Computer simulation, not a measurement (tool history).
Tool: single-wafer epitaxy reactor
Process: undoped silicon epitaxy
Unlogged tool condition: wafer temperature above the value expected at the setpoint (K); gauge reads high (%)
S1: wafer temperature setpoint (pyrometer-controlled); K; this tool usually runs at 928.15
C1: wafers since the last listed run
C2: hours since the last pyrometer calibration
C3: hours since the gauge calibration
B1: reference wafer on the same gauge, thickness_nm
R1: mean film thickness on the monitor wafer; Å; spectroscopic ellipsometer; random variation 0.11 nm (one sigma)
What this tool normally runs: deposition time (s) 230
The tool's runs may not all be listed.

{"run": 1, "day": 0.0, "S1": 928.15, "deposition time (s)": 239, "C1": 0, "C2": 666.6, "C3": 1363.8, "B1": 47.674, "R1": 433.24}
{"run": 2, "day": 2.683, "S1": 928.15, "deposition time (s)": 239, "C1": 375, "C2": 731.0, "C3": 1428.2, "B1": 47.655, "R1": 435.19}
{"run": 3, "day": 5.346, "S1": 928.15, "deposition time (s)": 239, "C1": 372, "C2": 794.9, "C3": 1492.1, "B1": 47.612, "R1": 434.15}
{"run": 4, "day": 7.175, "S1": 928.15, "deposition time (s)": 230, "C1": 256, "C2": 838.8, "C3": 1536.0, "B1": 47.654, "R1": 419.21}
{"run": 5, "day": 9.617, "S1": 928.15, "deposition time (s)": 230, "C1": 341, "C2": 897.4, "C3": 1594.6, "B1": 47.621, "R1": 418.97}
{"day": 10.421, "done": "pyrometer calibrated"}
{"run": 6, "day": 11.042, "S1": 928.15, "deposition time (s)": 230, "C1": 152, "C2": 14.9, "C3": 1628.8, "B1": 47.708, "R1": 417.86}
{"run": 7, "day": 12.338, "S1": 928.15, "deposition time (s)": 230, "C1": 181, "C2": 46.0, "C3": 1659.9, "B1": 47.664, "R1": 418.26}
{"run": 8, "day": 13.533, "S1": 928.15, "deposition time (s)": 230, "C1": 167, "C2": 74.7, "C3": 1688.6, "B1": 47.651, "R1": 417.66}
{"run": 9, "day": 15.95, "S1": 928.15, "deposition time (s)": 230, "C1": 338, "C2": 132.7, "C3": 1746.6, "B1": 47.57, "R1": 419.59}
{"run": 10, "day": 17.25, "S1": 928.15, "deposition time (s)": 230, "C1": 181, "C2": 163.9, "C3": 1777.8, "B1": 47.609, "R1": 416.04}
{"run": 11, "day": 19.071, "S1": 928.15, "deposition time (s)": 230, "C1": 254, "C2": 207.6, "C3": 1821.5, "B1": 47.648, "R1": 417.33}
{"run": 12, "day": 21.667, "S1": 928.15, "deposition time (s)": 230, "C1": 363, "C2": 269.9, "C3": 1883.8, "B1": 47.594, "R1": 418.57}
{"run": 13, "day": 23.433, "S1": 928.15, "deposition time (s)": 255, "C1": 247, "C2": 312.3, "C3": 1926.2, "B1": 47.609, "R1": 463.26}
{"run": 14, "day": 24.842, "S1": 928.15, "deposition time (s)": 255, "C1": 197, "C2": 346.1, "C3": 1960.0, "B1": 47.63, "R1": 463.08}
{"run": 15, "day": 33.7, "S1": 928.15, "deposition time (s)": 230, "C1": 1239, "C2": 558.7, "C3": 2172.6, "B1": 47.635, "R1": 417.64}
{"run": 16, "day": 36.071, "S1": 928.15, "deposition time (s)": 230, "C1": 331, "C2": 615.6, "C3": 2229.5, "B1": 47.554, "R1": 417.19}
{"run": 17, "day": 37.629, "S1": 928.15, "deposition time (s)": 230, "C1": 218, "C2": 653.0, "C3": 2266.9, "B1": 47.593, "R1": 416.91}
{"run": 18, "day": 40.479, "S1": 928.15, "deposition time (s)": 230, "C1": 398, "C2": 721.4, "C3": 2335.3, "B1": 47.623, "R1": 417.2}
{"day": 41.754, "done": "gauge calibrated"}
{"run": 19, "day": 45.433, "S1": 917.15, "deposition time (s)": 207, "C1": 693, "C2": 840.3, "C3": 88.3, "B1": 48.728, "R1": 290.47}
{"run": 20, "day": 47.112, "S1": 933.15, "deposition time (s)": 272, "C1": 235, "C2": 880.6, "C3": 128.6, "B1": 48.714, "R1": 569.05}
{"run": 21, "day": 49.583, "S1": 933.15, "deposition time (s)": 186, "C1": 345, "C2": 939.9, "C3": 187.9, "B1": 48.61, "R1": 390.72}
{"day": 52.529, "done": "pyrometer calibrated"}
{"run": 22, "day": 52.55, "S1": 928.15, "deposition time (s)": 230, "C1": 368, "C2": 0.5, "C3": 259.1, "B1": 48.567, "R1": 424.55}
{"run": 23, "day": 55.058, "S1": 939.15, "deposition time (s)": 267, "C1": 351, "C2": 60.7, "C3": 319.3, "B1": 48.371, "R1": 645.46}
{"run": 24, "day": 56.958, "S1": 939.15, "deposition time (s)": 250, "C1": 265, "C2": 106.3, "C3": 364.9, "B1": 48.337, "R1": 603.21}
{"run": 25, "day": 58.129, "S1": 928.15, "deposition time (s)": 230, "C1": 163, "C2": 134.4, "C3": 393.0, "B1": 48.359, "R1": 422.84}
{"run": 26, "day": 61.033, "S1": 933.15, "deposition time (s)": 243, "C1": 406, "C2": 204.1, "C3": 462.7, "B1": 48.223, "R1": 507.58}
{"run": 27, "day": 63.617, "S1": 928.15, "deposition time (s)": 230, "C1": 361, "C2": 266.1, "C3": 524.7, "B1": 48.225, "R1": 422.73}
{"run": 28, "day": 70.521, "S1": 928.15, "deposition time (s)": 230, "C1": 966, "C2": 431.8, "C3": 690.4, "B1": 48.13, "R1": 422.55}
{"run": 29, "day": 72.417, "S1": 928.15, "deposition time (s)": 230, "C1": 265, "C2": 477.3, "C3": 735.9, "B1": 48.064, "R1": 419.89}
{"run": 30, "day": 74.929, "S1": 920.15, "deposition time (s)": 203, "C1": 351, "C2": 537.6, "C3": 796.2, "B1": 48.061, "R1": 304.72}
{"run": 31, "day": 77.221, "S1": 940.15, "deposition time (s)": 191, "C1": 320, "C2": 592.6, "C3": 851.2, "B1": 48.044, "R1": 467.55}
{"run": 32, "day": 80.238, "S1": 928.15, "deposition time (s)": 230, "C1": 422, "C2": 665.0, "C3": 923.6, "B1": 48.016, "R1": 420.69}
{"run": 33, "day": 82.304, "S1": 928.15, "deposition time (s)": 230, "C1": 289, "C2": 714.6, "C3": 973.2, "B1": 47.975, "R1": 420.8}
{"run": 34, "day": 83.608, "S1": 913.15, "deposition time (s)": 216, "C1": 182, "C2": 745.9, "C3": 1004.5, "B1": 47.946, "R1": 271.09}
{"run": 35, "day": 84.846, "S1": 932.15, "deposition time (s)": 244, "C1": 173, "C2": 775.6, "C3": 1034.2, "B1": 47.94, "R1": 490.23}
{"run": 36, "day": 86.758, "S1": 928.15, "deposition time (s)": 230, "C1": 267, "C2": 821.5, "C3": 1080.1, "B1": 47.927, "R1": 421.38}
{"run": 37, "day": 88.858, "S1": 935.15, "deposition time (s)": 276, "C1": 293, "C2": 871.9, "C3": 1130.5, "B1": 47.961, "R1": 599.9}

Pick out some run-to-run changes in R1. Of each, how much would a tool without hidden state show as well, from the settings, what came in and chance, and how much is left for the hidden state and any gauge scatter not in both results compared?
Run 18 -> 19: S1 928.15 -> 917.15, deposition time (s) 230 -> 207, gauge calibrated. R1 -126.73 Å: hidden state +10.44, all else -137.17.
Run 19 -> 20: S1 917.15 -> 933.15, deposition time (s) 207 -> 272. R1 +278.58 Å: hidden state -1.73, all else +280.31.
Run 22 -> 23: S1 928.15 -> 939.15, deposition time (s) 230 -> 267. R1 +220.91 Å: hidden state -2.74, all else +223.65.
Run 34 -> 35: S1 913.15 -> 932.15, deposition time (s) 216 -> 244. R1 +219.14 Å: hidden state -4.43, all else +223.57.
Run 36 -> 37: S1 928.15 -> 935.15, deposition time (s) 230 -> 276. R1 +178.52 Å: hidden state -3.85, all else +182.37.
